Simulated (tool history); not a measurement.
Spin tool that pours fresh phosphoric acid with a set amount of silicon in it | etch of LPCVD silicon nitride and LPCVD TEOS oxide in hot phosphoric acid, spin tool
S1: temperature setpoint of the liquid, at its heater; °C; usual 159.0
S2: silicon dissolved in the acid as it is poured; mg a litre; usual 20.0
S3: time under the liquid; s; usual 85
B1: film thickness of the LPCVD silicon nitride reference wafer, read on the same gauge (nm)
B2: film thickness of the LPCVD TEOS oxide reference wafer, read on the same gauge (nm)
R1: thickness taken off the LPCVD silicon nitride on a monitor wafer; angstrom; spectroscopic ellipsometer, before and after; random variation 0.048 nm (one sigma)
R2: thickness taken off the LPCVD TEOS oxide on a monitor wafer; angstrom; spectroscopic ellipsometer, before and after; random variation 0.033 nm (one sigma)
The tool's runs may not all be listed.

run   hour     S1    S2   S3      B1      B2    R1    R2
  1    0.0  161.5  20.0   85  140.01  70.038  72.4  2.75
  2   27.0  161.5  20.0   85  140.02  69.993  71.9  2.59
  3   60.2  159.0  30.0   60  140.02  69.994  46.8  0.92
  4   74.0  159.0  30.0   60  139.97  69.993  46.3  1.14
  5  100.5  159.0  30.0   85  140.04  69.990  66.0  1.38
  6  116.3  159.0  30.0   85  139.99  69.971  66.0  1.69
     165.1  -- gauge calibrated
     175.4  -- heated supply line repaired
  7  191.8  159.0  20.0   85  140.00  70.008  59.5  2.03
     203.4  -- dissolved silicon flow meter replaced
  8  208.5  159.0   6.0  130  140.03  69.993  91.8  3.20
  9  221.8  159.0  20.0   85  139.99  70.019  59.5  2.30
     230.2  -- thermometer replaced
     255.0  -- heated supply line repaired, repeated, since the last time left the tool worse
 10  281.5  161.5   8.5  100  139.99  70.013  89.5  3.80
 11  313.1  161.5   4.5   85  139.97  69.978  75.4  3.51
 12  337.7  161.0  30.5   85  140.00  69.966  74.7  1.92
 13  368.7  159.0  30.0   85  140.03  69.984  69.6  1.54
 14  400.5  159.0  29.5   45  140.00  70.018  36.9  0.93

Forecast each of these 5 alternatives for the next run:
  A  400.9  159.0  20.0  85   ?   ?   ?   ?
  B  400.9  159.0   9.5  85   ?   ?   ?   ?
  C  400.9  160.0  20.0  85   ?   ?   ?   ?
  D  400.9  160.5   7.0  45   ?   ?   ?   ?
  E  400.9  159.0  25.5  85   ?   ?   ?   ?

run      B1      B2    R1    R2
  A  139.99  69.995  69.3  3.06
  B  139.99  69.995  69.3  3.98
  C  139.99  69.995  71.7  3.30
  D  139.99  69.995  38.6  2.49
  E  139.99  69.995  69.3  2.58
Without the tool's hidden state the same runs would have given:
run    R1    R2
  A  71.6  3.30
  B  71.6  4.28
  C  74.1  3.55
  D  39.9  2.67
  E  71.6  2.78
